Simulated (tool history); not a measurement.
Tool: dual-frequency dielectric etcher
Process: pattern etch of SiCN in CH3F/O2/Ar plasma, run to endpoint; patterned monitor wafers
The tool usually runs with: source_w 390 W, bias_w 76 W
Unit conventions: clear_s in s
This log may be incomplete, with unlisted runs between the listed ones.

| run | hour | source_w | bias_w | wafers since the last listed run | hours since the last wet clean | hours since the last source power generator calibration | hours since the last bias power generator calibration | hours since the last upper electrode change | incoming incoming film thickness, nm | clear_s |
|---|---|---|---|---|---|---|---|---|---|---|
| 1 | 0.0 | 390 | 76 | 0 | 392.9 | 2058.5 | 1232.5 | 4830.7 | 10.44 | 28.9 |
| 2 | 12.5 | 390 | 76 | 126 | 405.4 | 2071.0 | 1245.0 | 4843.2 | 10.45 | 29.7 |
| 3 | 27.2 | 390 | 84 | 148 | 420.1 | 2085.7 | 1259.7 | 4857.9 | 10.43 | 28.4 |
| 4 | 37.1 | 390 | 84 | 100 | 430.0 | 2095.6 | 1269.6 | 4867.8 | 10.42 | 28.3 |
| 5 | 53.4 | 390 | 76 | 164 | 446.3 | 2111.9 | 1285.9 | 4884.1 | 10.47 | 29.8 |
| 6 | 65.3 | 390 | 76 | 120 | 458.2 | 2123.8 | 1297.8 | 4896.0 | 10.47 | 29.7 |
| 7 | 77.1 | 390 | 86 | 119 | 470.0 | 2135.6 | 1309.6 | 4907.8 | 10.35 | 28.1 |
| 8 | 90.7 | 390 | 86 | 137 | 483.6 | 2149.2 | 1323.2 | 4921.4 | 10.40 | 28.2 |
| 9 | 99.9 | 390 | 71 | 93 | 492.8 | 2158.4 | 1332.4 | 4930.6 | 10.47 | 30.9 |
| 10 | 112.3 | 390 | 71 | 125 | 505.2 | 2170.8 | 1344.8 | 4943.0 | 10.34 | 30.3 |
| 11 | 127.1 | 390 | 81 | 149 | 520.0 | 2185.6 | 1359.6 | 4957.8 | 10.40 | 29.2 |
|  | 142.8 | source power generator calibrated |
| 12 | 143.3 | 390 | 81 | 123 | 536.2 | 0.5 | 1375.8 | 4974.0 | 10.46 | 29.5 |
| 13 | 156.6 | 390 | 81 | 134 | 549.5 | 13.8 | 1389.1 | 4987.3 | 10.41 | 28.9 |
| 14 | 164.3 | 390 | 76 | 77 | 557.2 | 21.5 | 1396.8 | 4995.0 | 10.41 | 30.0 |
| 15 | 170.9 | 390 | 76 | 66 | 563.8 | 28.1 | 1403.4 | 5001.6 | 10.27 | 29.6 |
| 16 | 177.8 | 390 | 76 | 69 | 570.7 | 35.0 | 1410.3 | 5008.5 | 10.48 | 29.8 |
| 17 | 207.1 | 450 | 90 | 296 | 600.0 | 64.3 | 1439.6 | 5037.8 | 10.57 | 26.9 |
|  | 233.5 | wet clean of the chamber |
| 18 | 234.0 | 390 | 76 | 29 | 0.5 | 91.2 | 1466.5 | 5064.7 | 10.41 | 28.8 |
| 19 | 234.4 | 390 | 76 | 4 | 0.9 | 91.6 | 1466.9 | 5065.1 | 10.45 | 29.2 |

Forecast run 20:
| 20 | 239.7 | 290 | 89 | 53 | 6.2 | 96.9 | 1472.2 | 5070.4 | 10.46 | ? |

For run 20 the tool returned clear_s 28.9 s.
Without the tool's hidden state the same run would have given clear_s 28.8 s.
